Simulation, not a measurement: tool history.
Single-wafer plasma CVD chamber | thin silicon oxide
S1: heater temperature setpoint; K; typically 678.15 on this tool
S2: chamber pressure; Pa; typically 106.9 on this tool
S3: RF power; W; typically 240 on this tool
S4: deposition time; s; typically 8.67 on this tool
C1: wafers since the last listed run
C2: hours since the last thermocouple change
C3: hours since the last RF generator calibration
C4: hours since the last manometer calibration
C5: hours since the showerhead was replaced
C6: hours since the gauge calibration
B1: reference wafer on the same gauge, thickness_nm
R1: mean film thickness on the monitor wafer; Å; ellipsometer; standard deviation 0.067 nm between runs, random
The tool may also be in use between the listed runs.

{"run": 1, "hour": 0.0, "S1": 669.15, "S2": 106.9, "S3": 225, "S4": 8.67, "C1": 0, "C2": 1698.3, "C3": 1215.9, "C4": 2411.1, "C5": 3587.3, "C6": 737.1, "B1": 13.3, "R1": 138.7}
{"run": 2, "hour": 13.2, "S1": 678.15, "S2": 106.9, "S3": 250, "S4": 7.61, "C1": 388, "C2": 1711.5, "C3": 1229.1, "C4": 2424.3, "C5": 3600.5, "C6": 750.3, "B1": 13.295, "R1": 126.13}
{"run": 3, "hour": 37.3, "S1": 678.15, "S2": 106.9, "S3": 250, "S4": 7.61, "C1": 709, "C2": 1735.6, "C3": 1253.2, "C4": 2448.4, "C5": 3624.6, "C6": 774.4, "B1": 13.3, "R1": 126.42}
{"run": 4, "hour": 65.7, "S1": 678.15, "S2": 106.9, "S3": 240, "S4": 8.67, "C1": 835, "C2": 1764, "C3": 1281.6, "C4": 2476.8, "C5": 3653, "C6": 802.8, "B1": 13.3, "R1": 140.68}
{"run": 5, "hour": 100.1, "S1": 678.15, "S2": 106.9, "S3": 240, "S4": 8.67, "C1": 1012, "C2": 1798.4, "C3": 1316, "C4": 2511.2, "C5": 3687.4, "C6": 837.2, "B1": 13.301, "R1": 142.69}
{"hour": 123.5, "done": "thermocouple changed; heater temperature recalibrated"}
{"run": 6, "hour": 124.0, "S1": 678.15, "S2": 106.9, "S3": 240, "S4": 8.67, "C1": 467, "C2": 0.5, "C3": 1339.9, "C4": 2535.1, "C5": 3711.3, "C6": 861.1, "B1": 13.3, "R1": 140.59}
{"run": 7, "hour": 146.6, "S1": 678.15, "S2": 106.9, "S3": 240, "S4": 8.67, "C1": 665, "C2": 23.1, "C3": 1362.5, "C4": 2557.7, "C5": 3733.9, "C6": 883.7, "B1": 13.299, "R1": 141.25}
{"run": 8, "hour": 172.4, "S1": 678.15, "S2": 106.9, "S3": 240, "S4": 8.67, "C1": 759, "C2": 48.9, "C3": 1388.3, "C4": 2583.5, "C5": 3759.7, "C6": 909.5, "B1": 13.31, "R1": 140.14}
{"run": 9, "hour": 186.2, "S1": 678.15, "S2": 106.9, "S3": 240, "S4": 8.67, "C1": 406, "C2": 62.7, "C3": 1402.1, "C4": 2597.3, "C5": 3773.5, "C6": 923.3, "B1": 13.297, "R1": 140.74}
{"hour": 200.5, "done": "capacitance manometer re-zeroed and calibrated"}
{"run": 10, "hour": 214.8, "S1": 674.15, "S2": 81.7, "S3": 285, "S4": 9.54, "C1": 606, "C2": 91.3, "C3": 1430.7, "C4": 14.3, "C5": 3802.1, "C6": 951.9, "B1": 13.308, "R1": 133.15}
{"hour": 245.3, "done": "showerhead replaced"}
{"run": 11, "hour": 245.8, "S1": 678.15, "S2": 117.6, "S3": 215, "S4": 7.86, "C1": 676, "C2": 122.3, "C3": 1461.7, "C4": 45.3, "C5": 0.5, "C6": 982.9, "B1": 13.296, "R1": 130.34}
{"run": 12, "hour": 264.7, "S1": 673.15, "S2": 106.9, "S3": 265, "S4": 10.18, "C1": 556, "C2": 141.2, "C3": 1480.6, "C4": 64.2, "C5": 19.4, "C6": 1001.8, "B1": 13.284, "R1": 172.51}
{"run": 13, "hour": 281.3, "S1": 672.15, "S2": 106.9, "S3": 240, "S4": 8.67, "C1": 488, "C2": 157.8, "C3": 1497.2, "C4": 80.8, "C5": 36, "C6": 1018.4, "B1": 13.295, "R1": 142.52}
{"run": 14, "hour": 309.2, "S1": 674.15, "S2": 106.9, "S3": 255, "S4": 8.67, "C1": 821, "C2": 185.7, "C3": 1525.1, "C4": 108.7, "C5": 63.9, "C6": 1046.3, "B1": 13.293, "R1": 144.55}
{"hour": 311.7, "done": "gauge calibrated"}
{"run": 15, "hour": 331.7, "S1": 678.15, "S2": 86.3, "S3": 265, "S4": 7.94, "C1": 662, "C2": 208.2, "C3": 1547.6, "C4": 131.2, "C5": 86.4, "C6": 20, "B1": 13.294, "R1": 112.53}
{"run": 16, "hour": 361.4, "S1": 678.15, "S2": 88.8, "S3": 205, "S4": 7.21, "C1": 874, "C2": 237.9, "C3": 1577.3, "C4": 160.9, "C5": 116.1, "C6": 49.7, "B1": 13.309, "R1": 92.86}
{"run": 17, "hour": 393.4, "S1": 665.15, "S2": 116.3, "S3": 240, "S4": 8.67, "C1": 941, "C2": 269.9, "C3": 1609.3, "C4": 192.9, "C5": 148.1, "C6": 81.7, "B1": 13.31, "R1": 149.97}
{"run": 18, "hour": 409.4, "S1": 678.15, "S2": 123.5, "S3": 240, "S4": 8.67, "C1": 470, "C2": 285.9, "C3": 1625.3, "C4": 208.9, "C5": 164.1, "C6": 97.7, "B1": 13.293, "R1": 156.68}
{"run": 19, "hour": 423.2, "S1": 691.15, "S2": 106.9, "S3": 240, "S4": 8.09, "C1": 406, "C2": 299.7, "C3": 1639.1, "C4": 222.7, "C5": 177.9, "C6": 111.5, "B1": 13.28, "R1": 129.19}
{"run": 20, "hour": 444.4, "S1": 678.15, "S2": 106.9, "S3": 210, "S4": 8.67, "C1": 623, "C2": 320.9, "C3": 1660.3, "C4": 243.9, "C5": 199.1, "C6": 132.7, "B1": 13.298, "R1": 131.68}
{"run": 21, "hour": 467.9, "S1": 678.15, "S2": 106.9, "S3": 240, "S4": 8.67, "C1": 691, "C2": 344.4, "C3": 1683.8, "C4": 267.4, "C5": 222.6, "C6": 156.2, "B1": 13.294, "R1": 140.76}
{"run": 22, "hour": 497.7, "S1": 678.15, "S2": 106.9, "S3": 240, "S4": 8.67, "C1": 877, "C2": 374.2, "C3": 1713.6, "C4": 297.2, "C5": 252.4, "C6": 186, "B1": 13.301, "R1": 138.77}
{"hour": 554.1, "done": "RF generator calibrated"}
{"run": 23, "hour": 601.3, "S1": 670.15, "S2": 116.9, "S3": 190, "S4": 8.67, "C1": 2813, "C2": 477.8, "C3": 47.2, "C4": 400.8, "C5": 356, "C6": 289.6, "B1": 13.297, "R1": 140.5}
{"run": 24, "hour": 630.0, "S1": 678.15, "S2": 106.9, "S3": 240, "S4": 8.67, "C1": 844, "C2": 506.5, "C3": 75.9, "C4": 429.5, "C5": 384.7, "C6": 318.3, "B1": 13.294, "R1": 146.7}
{"run": 25, "hour": 648.3, "S1": 683.15, "S2": 106.9, "S3": 280, "S4": 8.67, "C1": 538, "C2": 524.8, "C3": 94.2, "C4": 447.8, "C5": 403, "C6": 336.6, "B1": 13.297, "R1": 154.98}
{"run": 26, "hour": 677.6, "S1": 684.15, "S2": 128.4, "S3": 215, "S4": 7.75, "C1": 862, "C2": 554.1, "C3": 123.5, "C4": 477.1, "C5": 432.3, "C6": 365.9, "B1": 13.307, "R1": 141.15}
{"run": 27, "hour": 703.5, "S1": 678.15, "S2": 106.9, "S3": 240, "S4": 8.67, "C1": 762, "C2": 580, "C3": 149.4, "C4": 503, "C5": 458.2, "C6": 391.8, "B1": 13.304, "R1": 146.16}
{"run": 28, "hour": 733.5, "S1": 671.15, "S2": 123.7, "S3": 240, "S4": 8.67, "C1": 882, "C2": 610, "C3": 179.4, "C4": 533, "C5": 488.2, "C6": 421.8, "B1": 13.306, "R1": 163.24}
{"run": 29, "hour": 766.9, "S1": 678.15, "S2": 124.7, "S3": 270, "S4": 8.67, "C1": 983, "C2": 643.4, "C3": 212.8, "C4": 566.4, "C5": 521.6, "C6": 455.2, "B1": 13.287, "R1": 171.92}

What if the next run were any one of these 4? Each begins from the tool's condition after run 29:
{"run": "A", "hour": 767.3, "S1": 678.15, "S2": 106.9, "S3": 240, "S4": 9.43, "C1": 11, "C2": 643.8, "C3": 213.2, "C4": 566.8, "C5": 522, "C6": 455.6, "B1": "?", "R1": "?"}
{"run": "B", "hour": 767.3, "S1": 678.15, "S2": 106.9, "S3": 240, "S4": 7.8, "C1": 11, "C2": 643.8, "C3": 213.2, "C4": 566.8, "C5": 522, "C6": 455.6, "B1": "?", "R1": "?"}
{"run": "C", "hour": 767.3, "S1": 678.15, "S2": 125.2, "S3": 240, "S4": 8.67, "C1": 11, "C2": 643.8, "C3": 213.2, "C4": 566.8, "C5": 522, "C6": 455.6, "B1": "?", "R1": "?"}
{"run": "D", "hour": 767.3, "S1": 690.15, "S2": 92.5, "S3": 265, "S4": 8.67, "C1": 11, "C2": 643.8, "C3": 213.2, "C4": 566.8, "C5": 522, "C6": 455.6, "B1": "?", "R1": "?"}

run=A B1=13.293 R1=157.09
run=B B1=13.293 R1=130
run=C B1=13.293 R1=162.55
run=D B1=13.293 R1=132.73
What these runs would have given with no unlogged condition in the tool:
run=A R1=158.23
run=B R1=130.94
run=C R1=163.73
run=D R1=133.64

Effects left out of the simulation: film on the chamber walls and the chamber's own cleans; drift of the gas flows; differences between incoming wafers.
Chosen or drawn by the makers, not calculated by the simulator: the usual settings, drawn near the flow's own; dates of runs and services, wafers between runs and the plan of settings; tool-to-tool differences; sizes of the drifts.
